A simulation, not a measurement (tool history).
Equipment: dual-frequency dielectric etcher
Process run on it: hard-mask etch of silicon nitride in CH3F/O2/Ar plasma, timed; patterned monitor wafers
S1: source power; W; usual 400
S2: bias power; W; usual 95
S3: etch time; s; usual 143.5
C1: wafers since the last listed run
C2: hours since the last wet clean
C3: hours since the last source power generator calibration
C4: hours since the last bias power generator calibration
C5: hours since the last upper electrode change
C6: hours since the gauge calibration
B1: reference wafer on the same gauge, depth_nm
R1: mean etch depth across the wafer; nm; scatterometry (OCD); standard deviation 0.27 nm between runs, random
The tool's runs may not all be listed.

Run 1, hour 0.0: usual settings but S2 114 W; C1 0; C2 532.7; C3 3946.3; C4 1877.3; C5 2351.9; C6 11.8; B1 124.0. Result: R1 121.6 nm.
At hour 7.6: wet clean of the chamber.
Run 2, hour 53.9: usual settings but S2 114 W; C1 361; C2 46.3; C3 4000.2; C4 1931.2; C5 2405.8; C6 65.7; B1 123.7. Result: R1 120.7 nm.
Run 3, hour 122.9: usual settings but S2 80 W; C1 538; C2 115.3; C3 4069.2; C4 2000.2; C5 2474.8; C6 134.7; B1 123.5. Result: R1 112.7 nm.
Run 4, hour 156.7: usual settings but S2 80 W; C1 264; C2 149.1; C3 4103.0; C4 2034.0; C5 2508.6; C6 168.5; B1 123.4. Result: R1 112.0 nm.
Run 5, hour 223.2: usual settings but S2 80 W; C1 519; C2 215.6; C3 4169.5; C4 2100.5; C5 2575.1; C6 235.0; B1 123.3. Result: R1 112.5 nm.
Run 6, hour 329.0: usual settings but S1 370 W; C1 826; C2 321.4; C3 4275.3; C4 2206.3; C5 2680.9; C6 340.8; B1 123.0. Result: R1 111.2 nm.
Run 7, hour 377.5: usual settings but S3 157.0 s; C1 378; C2 369.9; C3 4323.8; C4 2254.8; C5 2729.4; C6 389.3; B1 123.1. Result: R1 126.8 nm.
Run 8, hour 413.1: usual settings but S3 157.0 s; C1 278; C2 405.5; C3 4359.4; C4 2290.4; C5 2765.0; C6 424.9; B1 123.0. Result: R1 126.7 nm.
Run 9, hour 462.3: usual settings but S3 157.0 s; C1 384; C2 454.7; C3 4408.6; C4 2339.6; C5 2814.2; C6 474.1; B1 122.9. Result: R1 127.2 nm.
At hour 472.4: source power generator calibrated.
At hour 491.9: upper electrode replaced.
At hour 502.5: wet clean of the chamber.
Run 10, hour 527.4: usual settings; C1 241; C2 24.9; C3 55.0; C4 2404.7; C5 35.5; C6 539.2; B1 122.9. Result: R1 115.9 nm.
Run 11, hour 569.9: usual settings but S1 440 W, S2 74 W, S3 105.0 s; C1 331; C2 67.4; C3 97.5; C4 2447.2; C5 78.0; C6 581.7; B1 122.9. Result: R1 85.3 nm.
Run 12, hour 602.2: usual settings but S2 80 W; C1 252; C2 99.7; C3 129.8; C4 2479.5; C5 110.3; C6 614.0; B1 122.9. Result: R1 112.1 nm.
At hour 606.4: gauge calibrated.
Run 13, hour 632.7: usual settings but S1 430 W, S2 75 W, S3 180.0 s; C1 238; C2 130.2; C3 160.3; C4 2510.0; C5 140.8; C6 26.3; B1 123.6. Result: R1 146.4 nm.
At hour 703.5: bias power generator calibrated.
Run 14, hour 704.0: usual settings but S1 450 W; C1 525; C2 201.5; C3 231.6; C4 0.5; C5 212.1; C6 97.6; B1 123.3. Result: R1 123.9 nm.
Run 15, hour 756.3: usual settings but S1 430 W; C1 408; C2 253.8; C3 283.9; C4 52.8; C5 264.4; C6 149.9; B1 123.3. Result: R1 121.1 nm.
Run 16, hour 809.8: usual settings but S1 320 W, S2 116 W, S3 158.0 s; C1 417; C2 307.3; C3 337.4; C4 106.3; C5 317.9; C6 203.4; B1 123.1. Result: R1 116.7 nm.
Run 17, hour 867.3: usual settings; C1 449; C2 364.8; C3 394.9; C4 163.8; C5 375.4; C6 260.9; B1 122.9. Result: R1 115.5 nm.
Run 18, hour 912.7: usual settings but S2 117 W, S3 112.5 s; C1 354; C2 410.2; C3 440.3; C4 209.2; C5 420.8; C6 306.3; B1 122.9. Result: R1 94.8 nm.
Run 19, hour 966.1: usual settings but S1 340 W, S3 103.0 s; C1 417; C2 463.6; C3 493.7; C4 262.6; C5 474.2; C6 359.7; B1 122.8. Result: R1 75.7 nm.
Run 20, hour 1000.5: usual settings; C1 268; C2 498.0; C3 528.1; C4 297.0; C5 508.6; C6 394.1; B1 122.8. Result: R1 115.5 nm.

For some of the steps in R1 from one run to the next: how much would appear even if the tool had no hidden state, given the settings, what came in and random variation, and how much remains for the hidden state plus any gauge scatter that the measured result and the result without hidden state don't share?
The hidden state here: etch rate over this chamber's usual, %; source power that arrives over what is set, %; bias power that arrives over what is set, %; gauge reads high (%).
Run 12 -> 13: S1 400 -> 430, S2 80 -> 75, S3 143.5 -> 180.0, gauge calibrated. R1 +34.3 nm: hidden state +0.7, all else +33.6.
Run 19 -> 20: S1 340 -> 400, S3 103.0 -> 143.5. R1 +39.8 nm: hidden state -0.4, all else +40.2.
